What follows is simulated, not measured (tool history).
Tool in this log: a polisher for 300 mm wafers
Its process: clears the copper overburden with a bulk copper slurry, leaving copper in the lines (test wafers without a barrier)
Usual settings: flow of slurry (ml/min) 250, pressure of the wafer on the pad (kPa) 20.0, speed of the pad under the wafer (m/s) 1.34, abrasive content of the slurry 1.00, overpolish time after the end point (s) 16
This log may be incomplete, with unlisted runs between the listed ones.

run    hour  flow of slurry (ml/min)  pressure of the wafer on the pad (kPa)  speed of the pad under the wafer (m/s)  abrasive content of the slurry  overpolish time after the end point (s)  incoming thickness of the incoming film, nm  time until the end point was called (s)  dishing of a wide line in a test structure (angstrom)
  1     0.0                      250                                    20.0                                    1.34                            1.00                                       16                                        999.7                                     94.3                                                    750
       57.8  -- slurry nozzle cleaned
  2    87.0                      250                                    20.0                                    1.34                            1.00                                       16                                       1018.2                                     98.2                                                    715
  3   165.6                      250                                    20.0                                    1.34                            1.00                                       16                                       1015.3                                    106.2                                                    698
      183.7  -- slurry blender recalibrated
      235.7  -- worn pad replaced by a new one
  4   241.8                      250                                    20.0                                    1.34                            1.00                                       16                                        992.6                                     96.0                                                    759
  5   343.9                      250                                    20.0                                    1.34                            0.85                                       16                                        988.0                                    107.5                                                    680
      396.8  -- slurry nozzle cleaned
      422.8  -- slurry blender recalibrated
  6   430.7                      250                                    20.0                                    1.34                            0.85                                       16                                        980.9                                    101.0                                                    738
      486.8  -- worn pad replaced by a new one
  7   513.3                      250                                    20.0                                    1.34                            0.85                                       16                                        993.4                                    102.9                                                    704
  8   580.2                      250                                    20.0                                    1.34                            1.00                                       16                                        994.4                                    100.0                                                    726
  9   671.9                      250                                    20.0                                    1.34                            1.00                                       16                                        991.9                                    104.3                                                    681
      720.4  -- slurry nozzle cleaned
      737.0  -- slurry blender recalibrated
      745.2  -- worn pad replaced by a new one
      765.7  -- head pressure recalibrated
 10   766.2                      250                                    20.0                                    1.20                            0.90                                       16                                       1005.5                                    107.4                                                    701
 11   821.0                      205                                    25.5                                    1.34                            1.00                                       25                                        997.3                                     76.4                                                   1109
 12   890.2                      315                                    25.5                                    0.96                            0.90                                       16                                       1013.0                                    118.2                                                    657
 13   932.6                      250                                    20.0                                    0.98                            1.00                                       11                                        986.0                                    145.1                                                    429
 14   998.7                      225                                    20.0                                    1.74                            0.75                                       16                                        985.7                                     97.7                                                    713
     1011.6  -- slurry blender recalibrated
     1026.9  -- worn pad replaced by a new one
     1046.1  -- slurry nozzle cleaned
 15  1096.8                      250                                    20.0                                    1.34                            1.00                                       16                                       1000.5                                     96.5                                                    756
 16  1193.4                      250                                    15.2                                    1.20                            1.30                                       19                                       1006.1                                    141.0                                                    619
     1247.9  -- slurry blender recalibrated
 17  1285.4                      250                                    20.0                                    1.34                            1.00                                       16                                       1000.7                                    101.0                                                    731
     1313.6  -- worn pad replaced by a new one
 18  1323.7                      295                                    20.0                                    1.52                            1.25                                       20                                       1016.4                                     78.4                                                    986
 19  1367.8                      250                                    20.0                                    1.34                            1.00                                       22                                        993.8                                    100.5                                                    875

Run-by-run hidden state of the tool:
slurry flow missing at the pad, %: 0 at every run
deviation of the head's pressure from its setpoint, %: 0 at every run
H1: removal rate lost through wear of the pad, %
H2: abrasive missing from the slurry, %
run     H1    H2
  1  0.569  14.6
  2    3.4  22.8
  3   8.04  25.8
  4   2.07  15.9
  5   3.94  25.6
  6   8.16  5.44
  7   1.66  20.4
  8   2.95  25.6
  9   7.04  28.7
 10   2.34  10.3
 11   3.19  19.3
 12   5.64    25
 13    7.9  26.9
 14   12.6  28.6
 15   1.71    22
 16   5.37    29
 17   11.6  9.39
 18   1.74  15.6
 19    2.2  20.2
